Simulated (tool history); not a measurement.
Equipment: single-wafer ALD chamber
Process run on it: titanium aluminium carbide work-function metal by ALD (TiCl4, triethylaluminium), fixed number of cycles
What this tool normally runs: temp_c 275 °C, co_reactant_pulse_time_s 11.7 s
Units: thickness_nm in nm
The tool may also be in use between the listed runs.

run     day  temp_c  co_reactant_pulse_time_s  read-back reference wafer on the same gauge, thickness_nm  thickness_nm
  1       0     275                      11.7                                                      1.497         1.753
  2     2.2     275                      11.7                                                      1.495         1.763
  3   5.188     275                      11.7                                                      1.494         1.765
  4   7.067     275                      11.7                                                      1.494         1.759
  5   9.117     275                      11.7                                                      1.491         1.764
  6  13.267     286                      11.7                                                      1.492         1.843
  7  14.804     286                      11.7                                                      1.493         1.842
  8  17.242     286                      11.7                                                      1.489         1.837
  9  19.079     283                      11.7                                                      1.491         1.817
         20  -- triethylaluminium bottle replaced
 10  20.971     283                      11.7                                                      1.488         1.819
 11  25.025     275                      11.7                                                      1.486         1.755
 12  27.567     275                      11.7                                                      1.487         1.747
 13  29.212     275                      11.7                                                      1.487         1.757
 14  32.396     271                      7.28                                                      1.484         1.378
 15  34.408     289                      9.02                                                       1.48         1.735
     35.288  -- showerhead replaced
 16   37.85     271                      7.28                                                       1.48         1.375
     44.575  -- triethylaluminium bottle replaced
 17  45.154     284                     13.02                                                      1.474         1.832
 18  46.892     284                     13.02                                                      1.476          1.82
       49.9  -- thermocouple changed; heater temperature recalibrated
 19  50.688     271                      11.7                                                      1.472         1.707
 20  52.258     275                      11.7                                                      1.471         1.742
     53.121  -- gauge calibrated
 21  54.367     281                     12.96                                                      1.497         1.826
 22  55.983     275                      15.3                                                        1.5         1.792

Expected results for the next run?
 23  59.45     275                      8.53                                                          ?             ?

{"run 23": {"read-back reference wafer on the same gauge, thickness_nm": 1.499, "thickness_nm": 1.61}}
Were there no unlogged condition in the tool, this run, its random variation unchanged, would have produced thickness_nm 1.612 nm.

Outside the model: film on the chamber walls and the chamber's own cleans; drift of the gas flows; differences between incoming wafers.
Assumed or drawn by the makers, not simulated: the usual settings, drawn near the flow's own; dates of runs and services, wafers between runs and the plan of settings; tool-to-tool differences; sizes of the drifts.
